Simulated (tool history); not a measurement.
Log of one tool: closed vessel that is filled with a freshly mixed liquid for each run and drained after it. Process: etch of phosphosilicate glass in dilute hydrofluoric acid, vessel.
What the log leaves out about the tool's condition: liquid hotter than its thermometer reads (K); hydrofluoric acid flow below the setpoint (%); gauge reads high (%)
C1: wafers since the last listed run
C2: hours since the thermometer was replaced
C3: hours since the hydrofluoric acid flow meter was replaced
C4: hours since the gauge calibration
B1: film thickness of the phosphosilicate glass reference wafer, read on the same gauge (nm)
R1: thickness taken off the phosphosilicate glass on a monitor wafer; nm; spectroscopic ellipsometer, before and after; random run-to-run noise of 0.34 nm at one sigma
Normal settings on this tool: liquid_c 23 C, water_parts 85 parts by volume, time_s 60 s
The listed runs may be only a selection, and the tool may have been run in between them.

{"run": 1, "hour": 0.0, "liquid_c": 23, "water_parts": 85, "time_s": 60, "C1": 0, "C2": 2968.9, "C3": 2368.7, "C4": 557.7, "B1": 79.96, "R1": 61.75}
{"run": 2, "hour": 29.4, "liquid_c": 26, "water_parts": 85, "time_s": 60, "C1": 4106, "C2": 2998.3, "C3": 2398.1, "C4": 587.1, "B1": 80.02, "R1": 69.75}
{"run": 3, "hour": 49.8, "liquid_c": 26, "water_parts": 85, "time_s": 60, "C1": 2849, "C2": 3018.7, "C3": 2418.5, "C4": 607.5, "B1": 80.01, "R1": 69.62}
{"run": 4, "hour": 79.5, "liquid_c": 23, "water_parts": 85, "time_s": 60, "C1": 4148, "C2": 3048.4, "C3": 2448.2, "C4": 637.2, "B1": 80, "R1": 61.89}
{"run": 5, "hour": 92.0, "liquid_c": 23, "water_parts": 85, "time_s": 60, "C1": 1746, "C2": 3060.9, "C3": 2460.7, "C4": 649.7, "B1": 79.97, "R1": 62.06}
{"hour": 114.4, "done": "thermometer replaced"}
{"run": 6, "hour": 117.5, "liquid_c": 23, "water_parts": 85, "time_s": 60, "C1": 3422, "C2": 3.1, "C3": 2486.2, "C4": 675.2, "B1": 80.03, "R1": 55.53}
{"run": 7, "hour": 136.1, "liquid_c": 23, "water_parts": 85, "time_s": 60, "C1": 2598, "C2": 21.7, "C3": 2504.8, "C4": 693.8, "B1": 80.02, "R1": 54.7}
{"run": 8, "hour": 152.1, "liquid_c": 23, "water_parts": 85, "time_s": 60, "C1": 2234, "C2": 37.7, "C3": 2520.8, "C4": 709.8, "B1": 80, "R1": 54.72}
{"run": 9, "hour": 177.1, "liquid_c": 23, "water_parts": 85, "time_s": 60, "C1": 3492, "C2": 62.7, "C3": 2545.8, "C4": 734.8, "B1": 79.98, "R1": 55.01}
{"run": 10, "hour": 191.3, "liquid_c": 26, "water_parts": 85, "time_s": 35, "C1": 1983, "C2": 76.9, "C3": 2560, "C4": 749, "B1": 79.99, "R1": 36.22}
{"run": 11, "hour": 223.4, "liquid_c": 23, "water_parts": 85, "time_s": 45, "C1": 4483, "C2": 109, "C3": 2592.1, "C4": 781.1, "B1": 79.99, "R1": 41.52}
{"hour": 237.6, "done": "hydrofluoric acid flow meter replaced"}
{"run": 12, "hour": 244.8, "liquid_c": 23, "water_parts": 85, "time_s": 60, "C1": 2849, "C2": 130.4, "C3": 7.2, "C4": 802.5, "B1": 80.03, "R1": 58.62}
{"run": 13, "hour": 257.2, "liquid_c": 18.5, "water_parts": 60, "time_s": 90, "C1": 1732, "C2": 142.8, "C3": 19.6, "C4": 814.9, "B1": 80.01, "R1": 105.75}
{"run": 14, "hour": 285.8, "liquid_c": 27, "water_parts": 95, "time_s": 90, "C1": 3994, "C2": 171.4, "C3": 48.2, "C4": 843.5, "B1": 79.98, "R1": 92.59}
{"hour": 316.8, "done": "gauge calibrated"}
{"run": 15, "hour": 318.0, "liquid_c": 20.5, "water_parts": 70, "time_s": 60, "C1": 4497, "C2": 203.6, "C3": 80.4, "C4": 1.2, "B1": 80.03, "R1": 66.06}
{"run": 16, "hour": 333.4, "liquid_c": 23, "water_parts": 85, "time_s": 60, "C1": 2151, "C2": 219, "C3": 95.8, "C4": 16.6, "B1": 80.02, "R1": 59.14}
{"run": 17, "hour": 368.9, "liquid_c": 23, "water_parts": 85, "time_s": 60, "C1": 4958, "C2": 254.5, "C3": 131.3, "C4": 52.1, "B1": 79.96, "R1": 59.07}
{"run": 18, "hour": 397.0, "liquid_c": 26, "water_parts": 55, "time_s": 35, "C1": 3925, "C2": 282.6, "C3": 159.4, "C4": 80.2, "B1": 80.03, "R1": 62.8}
{"run": 19, "hour": 423.3, "liquid_c": 23, "water_parts": 50, "time_s": 50, "C1": 3673, "C2": 308.9, "C3": 185.7, "C4": 106.5, "B1": 80, "R1": 87.67}
{"run": 20, "hour": 448.0, "liquid_c": 23, "water_parts": 85, "time_s": 95, "C1": 3450, "C2": 333.6, "C3": 210.4, "C4": 131.2, "B1": 80.03, "R1": 93.41}
{"run": 21, "hour": 460.2, "liquid_c": 23, "water_parts": 75, "time_s": 60, "C1": 1704, "C2": 345.8, "C3": 222.6, "C4": 143.4, "B1": 80.02, "R1": 67.52}
{"run": 22, "hour": 478.0, "liquid_c": 21.5, "water_parts": 115, "time_s": 60, "C1": 2486, "C2": 363.6, "C3": 240.4, "C4": 161.2, "B1": 79.99, "R1": 39.97}
{"run": 23, "hour": 493.9, "liquid_c": 21.5, "water_parts": 95, "time_s": 60, "C1": 2220, "C2": 379.5, "C3": 256.3, "C4": 177.1, "B1": 79.99, "R1": 48.91}
{"run": 24, "hour": 529.0, "liquid_c": 25, "water_parts": 105, "time_s": 75, "C1": 4902, "C2": 414.6, "C3": 291.4, "C4": 212.2, "B1": 80, "R1": 63.04}
{"run": 25, "hour": 547.4, "liquid_c": 23, "water_parts": 60, "time_s": 45, "C1": 2570, "C2": 433, "C3": 309.8, "C4": 230.6, "B1": 79.95, "R1": 64.46}
{"run": 26, "hour": 564.5, "liquid_c": 23, "water_parts": 55, "time_s": 60, "C1": 2388, "C2": 450.1, "C3": 326.9, "C4": 247.7, "B1": 80.02, "R1": 95.33}
{"run": 27, "hour": 585.7, "liquid_c": 23, "water_parts": 85, "time_s": 60, "C1": 2961, "C2": 471.3, "C3": 348.1, "C4": 268.9, "B1": 80.01, "R1": 58.6}
{"run": 28, "hour": 619.7, "liquid_c": 23, "water_parts": 85, "time_s": 60, "C1": 4749, "C2": 505.3, "C3": 382.1, "C4": 302.9, "B1": 79.99, "R1": 58.79}
{"run": 29, "hour": 642.7, "liquid_c": 26.5, "water_parts": 85, "time_s": 85, "C1": 3212, "C2": 528.3, "C3": 405.1, "C4": 325.9, "B1": 79.99, "R1": 97.1}
{"run": 30, "hour": 669.2, "liquid_c": 18.5, "water_parts": 85, "time_s": 60, "C1": 3701, "C2": 554.8, "C3": 431.6, "C4": 352.4, "B1": 80.03, "R1": 49.52}
{"run": 31, "hour": 692.6, "liquid_c": 23, "water_parts": 85, "time_s": 50, "C1": 3268, "C2": 578.2, "C3": 455, "C4": 375.8, "B1": 80, "R1": 49.6}
{"run": 32, "hour": 725.6, "liquid_c": 23, "water_parts": 85, "time_s": 60, "C1": 4609, "C2": 611.2, "C3": 488, "C4": 408.8, "B1": 80.06, "R1": 59.33}
{"run": 33, "hour": 750.9, "liquid_c": 23, "water_parts": 50, "time_s": 45, "C1": 3534, "C2": 636.5, "C3": 513.3, "C4": 434.1, "B1": 80.01, "R1": 79.97}

Consider 3 possible next runs. They are alternatives, not a sequence: every one starts from the tool as it was left by run 33. What does each give?
{"run": "A", "hour": 751.6, "liquid_c": 23, "water_parts": 85, "time_s": 60, "C1": 97, "C2": 637.2, "C3": 514, "C4": 434.8, "B1": "?", "R1": "?"}
{"run": "B", "hour": 751.6, "liquid_c": 27.5, "water_parts": 100, "time_s": 50, "C1": 97, "C2": 637.2, "C3": 514, "C4": 434.8, "B1": "?", "R1": "?"}
{"run": "C", "hour": 751.6, "liquid_c": 25, "water_parts": 50, "time_s": 75, "C1": 97, "C2": 637.2, "C3": 514, "C4": 434.8, "B1": "?", "R1": "?"}

run=A B1=80.01 R1=58.68
run=B B1=80.01 R1=48.55
run=C B1=80.01 R1=141.63
Had the tool no hidden state, the same runs would have come out as:
run=A R1=57.07
run=B R1=47.35
run=C R1=137.63
